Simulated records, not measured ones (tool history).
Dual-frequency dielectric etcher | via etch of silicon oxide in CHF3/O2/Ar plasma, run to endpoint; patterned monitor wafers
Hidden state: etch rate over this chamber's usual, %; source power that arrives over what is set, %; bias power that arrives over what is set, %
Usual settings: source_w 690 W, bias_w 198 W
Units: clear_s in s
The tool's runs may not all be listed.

run	hour	source_w	bias_w	wafers since the last listed run	hours since the last wet clean	hours since the last source power generator calibration	hours since the last bias power generator calibration	hours since the last upper electrode change	incoming incoming film thickness, nm	clear_s
1	0.0	690	231	0	226.4	1588.6	4855.2	3070.4	610.1	267.6
2	16.6	690	231	53	243.0	1605.2	4871.8	3087.0	600.3	261.5
3	23.2	810	198	21	249.6	1611.8	4878.4	3093.6	612.4	261.3
4	37.2	810	198	45	263.6	1625.8	4892.4	3107.6	614.0	262.3
5	53.9	810	198	53	280.3	1642.5	4909.1	3124.3	616.7	262.4
6	60.6	690	230	21	287.0	1649.2	4915.8	3131.0	614.4	268.7
7	72.4	690	230	37	298.8	1661.0	4927.6	3142.8	616.0	268.3
8	110.9	690	230	123	337.3	1699.5	4966.1	3181.3	617.1	267.7
9	126.8	740	198	51	353.2	1715.4	4982.0	3197.2	611.0	264.2
10	142.9	740	198	51	369.3	1731.5	4998.1	3213.3	612.3	268.3
11	150.0	650	198	22	376.4	1738.6	5005.2	3220.4	608.4	276.9
12	177.5	650	198	88	403.9	1766.1	5032.7	3247.9	609.8	276.2
13	189.3	690	209	37	415.7	1777.9	5044.5	3259.7	615.6	273.2
14	198.4	690	209	29	424.8	1787.0	5053.6	3268.8	614.3	266.9
# hour 227.3: wet clean of the chamber
# hour 227.7: source power generator calibrated
# hour 229.1: bias power generator calibrated
15	229.6	690	209	17	2.3	1.9	0.5	3300.0	610.9	280.5
16	230.0	690	198	1	2.7	2.3	0.9	3300.4	616.4	288.4
17	238.0	810	240	25	10.7	10.3	8.9	3308.4	615.1	256.7
18	252.2	540	216	45	24.9	24.5	23.1	3322.6	612.2	302.1
# hour 276.3: upper electrode replaced
19	276.8	690	158	1	49.5	49.1	47.7	0.5	608.1	297.2
20	277.2	810	232	1	49.9	49.5	48.1	0.9	622.4	262.5
21	279.3	740	164	6	52.0	51.6	50.2	3.0	609.4	286.7
22	285.5	570	173	19	58.2	57.8	56.4	9.2	614.3	312.9
23	302.7	690	166	55	75.4	75.0	73.6	26.4	610.9	294.3
24	310.9	690	198	26	83.6	83.2	81.8	34.6	614.9	283.7
25	321.7	570	173	34	94.4	94.0	92.6	45.4	612.9	313.6
26	328.8	690	198	22	101.5	101.1	99.7	52.5	618.0	285.9
27	336.7	550	198	25	109.4	109.0	107.6	60.4	612.3	306.2
28	346.0	570	198	29	118.7	118.3	116.9	69.7	611.5	303.3
29	352.7	590	180	21	125.4	125.0	123.6	76.4	608.7	303.6
30	363.1	620	198	33	135.8	135.4	134.0	86.8	609.1	286.4
31	375.8	530	152	40	148.5	148.1	146.7	99.5	610.4	329.5
32	391.0	760	215	48	163.7	163.3	161.9	114.7	612.4	262.4

4 ways to go on from here, each from the tool as it stands after run 32. What would each give?
A	391.5	690	198	1	164.2	163.8	162.4	115.2	612.8	?
B	391.5	690	183	1	164.2	163.8	162.4	115.2	612.8	?
C	391.5	560	178	1	164.2	163.8	162.4	115.2	612.8	?
D	391.5	640	212	1	164.2	163.8	162.4	115.2	612.8	?

run	clear_s
A	281.0
B	286.1
C	310.5
D	284.2
Without the tool's hidden state the same runs would have given:
run	clear_s
A	285.4
B	290.6
C	315.4
D	288.6
